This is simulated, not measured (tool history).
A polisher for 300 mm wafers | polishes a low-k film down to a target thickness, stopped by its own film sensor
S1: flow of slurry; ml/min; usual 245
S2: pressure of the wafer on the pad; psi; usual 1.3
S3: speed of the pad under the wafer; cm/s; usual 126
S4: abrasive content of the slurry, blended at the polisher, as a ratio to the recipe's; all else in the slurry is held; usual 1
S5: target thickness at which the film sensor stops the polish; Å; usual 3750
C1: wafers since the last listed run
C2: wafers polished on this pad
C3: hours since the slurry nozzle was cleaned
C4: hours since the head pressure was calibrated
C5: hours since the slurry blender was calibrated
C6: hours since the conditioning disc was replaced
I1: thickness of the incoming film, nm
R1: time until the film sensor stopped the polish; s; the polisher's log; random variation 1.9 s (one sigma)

run	hour	S1	S2	S3	S4	S5	C1	C2	C3	C4	C5	C6	I1	R1
1	0	245	1.3	126	1	3750	0	464	4.4	614.9	186.1	119.8	406.3	99
2	25.1	245	1.3	126	0.9	3750	239	703	29.5	640	211.2	144.9	412	121
3	86.1	245	1.3	126	1	3750	582	1286	90.5	701	272.2	205.9	411.5	119.6
# hour 237.1: slurry blender recalibrated
4	248.5	245	1.3	126	1	3750	1531	2818	252.9	863.4	11.4	368.3	409.5	99.1
# hour 271.8: conditioning disc replaced and pad reconditioned
# hour 310.9: worn pad replaced by a new one
5	318.6	245	1.3	126	1	3750	612	73	323	933.5	81.5	46.8	410.3	107.2
6	389.9	245	1.3	126	1	3690	680	754	394.3	1004.8	152.8	118.1	403.1	103.3
7	454.7	245	1.3	126	1	3690	618	1373	459.1	1069.6	217.6	182.9	409.3	126.9
# hour 621.8: conditioning disc replaced and pad reconditioned
8	625.9	245	1.3	126	1	3750	1616	2989	630.3	1240.8	388.8	4.1	413.8	137.5
9	679.8	245	1.3	126	1	3750	514	3504	684.2	1294.7	442.7	58	410.2	127
# hour 691: slurry blender recalibrated
# hour 714.2: slurry nozzle cleaned
# hour 725.8: head pressure recalibrated
# hour 740.4: worn pad replaced by a new one
10	882.1	245	1.3	126	1	3750	1846	1353	167.9	156.3	191.1	260.3	417.2	123.2
11	920.8	310	1.7	126	0.9	3750	369	1723	206.6	195	229.8	299	412	89.2
12	958.6	245	1.3	126	1	3850	361	2084	244.4	232.8	267.6	336.8	406.1	67.1
13	984.5	245	1.3	168	1	3830	247	2331	270.3	258.7	293.5	362.7	407.6	63.5
# hour 1010.4: conditioning disc replaced and pad reconditioned
14	1030.1	245	0.9	126	1	3750	416	2748	315.9	304.3	339.1	19.7	410.2	162.5

The next listed run, before its measurement:
15	1061.6	160	1.3	126	1	3750	300	3049	347.4	335.8	370.6	51.2	410.4	?

{"run 15": {"R1": 122.5}}
Without the tool's hidden state the same run would have given R1 105.5 s.
